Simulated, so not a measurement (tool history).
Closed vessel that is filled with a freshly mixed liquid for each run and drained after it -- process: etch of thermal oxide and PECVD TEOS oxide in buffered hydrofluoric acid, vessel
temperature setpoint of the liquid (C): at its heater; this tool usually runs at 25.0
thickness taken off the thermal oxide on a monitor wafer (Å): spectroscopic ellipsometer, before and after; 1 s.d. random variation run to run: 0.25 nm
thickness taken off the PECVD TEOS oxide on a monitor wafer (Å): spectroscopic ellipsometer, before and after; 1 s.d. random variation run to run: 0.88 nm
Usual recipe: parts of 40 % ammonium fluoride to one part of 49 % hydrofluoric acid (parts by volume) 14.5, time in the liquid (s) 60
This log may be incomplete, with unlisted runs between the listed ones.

run	hour	temperature setpoint of the liquid (C)	parts of 40 % ammonium fluoride to one part of 49 % hydrofluoric acid (parts by volume)	time in the liquid (s)	read-back film thickness of the thermal oxide reference wafer, read on the same gauge (nm)	read-back film thickness of the PECVD TEOS oxide reference wafer, read on the same gauge (nm)	thickness taken off the thermal oxide on a monitor wafer (Å)	thickness taken off the PECVD TEOS oxide on a monitor wafer (Å)
1	0.0	25.0	14.5	85	119.98	90.03	901.9	1494.2
2	15.2	25.0	14.5	85	120.02	89.98	910.1	1459.0
3	21.7	25.0	14.5	85	120.02	90.00	907.1	1477.7
4	30.8	25.0	14.5	60	120.00	90.02	632.4	1052.7
5	46.2	25.0	12.0	60	119.98	90.01	765.7	1274.4
6	60.6	25.0	12.0	60	119.97	89.97	772.3	1261.1
# hour 74.7: thermometer replaced
7	75.1	26.5	17.5	45	120.01	90.02	430.6	709.2
8	89.8	25.0	14.5	60	120.00	90.00	645.9	1062.9
9	102.2	25.0	14.5	60	119.99	90.02	638.2	1027.5
10	109.9	22.5	19.0	60	120.00	89.98	430.3	697.8
11	116.1	25.0	14.5	85	120.00	90.02	904.7	1474.8
12	154.9	25.0	14.5	35	120.00	89.99	376.0	617.4
13	166.6	22.0	14.5	60	119.99	90.00	540.3	889.1
# hour 170.1: hydrofluoric acid flow meter replaced
14	177.9	26.5	17.5	45	120.00	90.02	395.9	650.0
15	187.1	29.5	9.5	75	120.01	89.99	1379.3	2293.0
# hour 195.6: gauge calibrated
16	207.7	23.0	18.0	30	120.00	89.99	213.0	350.5
17	220.2	22.0	9.0	60	120.01	90.01	766.9	1230.3
18	230.0	25.0	14.5	70	119.99	90.00	688.5	1125.8
19	245.4	29.0	14.5	60	119.99	90.01	729.8	1215.8
20	257.9	23.0	19.0	75	120.00	89.99	505.1	829.8
21	270.4	20.5	14.5	30	119.99	90.02	230.8	379.7
22	280.9	25.0	14.5	60	119.98	90.00	592.7	967.9
23	292.7	25.0	14.5	30	120.01	89.98	293.7	484.9
24	306.2	21.5	9.5	60	120.01	89.96	717.9	1179.1
25	318.6	25.0	14.5	60	119.97	90.02	589.9	971.6

Pick out some run-to-run changes in thickness taken off the thermal oxide on a monitor wafer (Å). Of each, how much would a tool without hidden state show as well, from the settings, what came in and chance, and how much is left for the hidden state and any gauge scatter not in both results compared?
The tool's hidden condition here consists of: liquid colder than its thermometer reads (K); hydrofluoric acid flow above the setpoint (%); gauge reads high (%).
Run 11 -> 12: time in the liquid (s) 85 -> 35. thickness taken off the thermal oxide on a monitor wafer (Å) -528.7: hidden state -51.3, all else -477.4.
Run 13 -> 14: temperature setpoint of the liquid (C) 22.0 -> 26.5, parts of 40 % ammonium fluoride to one part of 49 % hydrofluoric acid (parts by volume) 14.5 -> 17.5, time in the liquid (s) 60 -> 45, hydrofluoric acid flow meter replaced. thickness taken off the thermal oxide on a monitor wafer (Å) -144.4: hidden state -49.4, all else -95.0.
Run 14 -> 15: temperature setpoint of the liquid (C) 26.5 -> 29.5, parts of 40 % ammonium fluoride to one part of 49 % hydrofluoric acid (parts by volume) 17.5 -> 9.5, time in the liquid (s) 45 -> 75. thickness taken off the thermal oxide on a monitor wafer (Å) +983.4: hidden state +6.6, all else +976.8.
Run 15 -> 16: temperature setpoint of the liquid (C) 29.5 -> 23.0, parts of 40 % ammonium fluoride to one part of 49 % hydrofluoric acid (parts by volume) 9.5 -> 18.0, time in the liquid (s) 75 -> 30, gauge calibrated. thickness taken off the thermal oxide on a monitor wafer (Å) -1166.3: hidden state -8.6, all else -1157.7.

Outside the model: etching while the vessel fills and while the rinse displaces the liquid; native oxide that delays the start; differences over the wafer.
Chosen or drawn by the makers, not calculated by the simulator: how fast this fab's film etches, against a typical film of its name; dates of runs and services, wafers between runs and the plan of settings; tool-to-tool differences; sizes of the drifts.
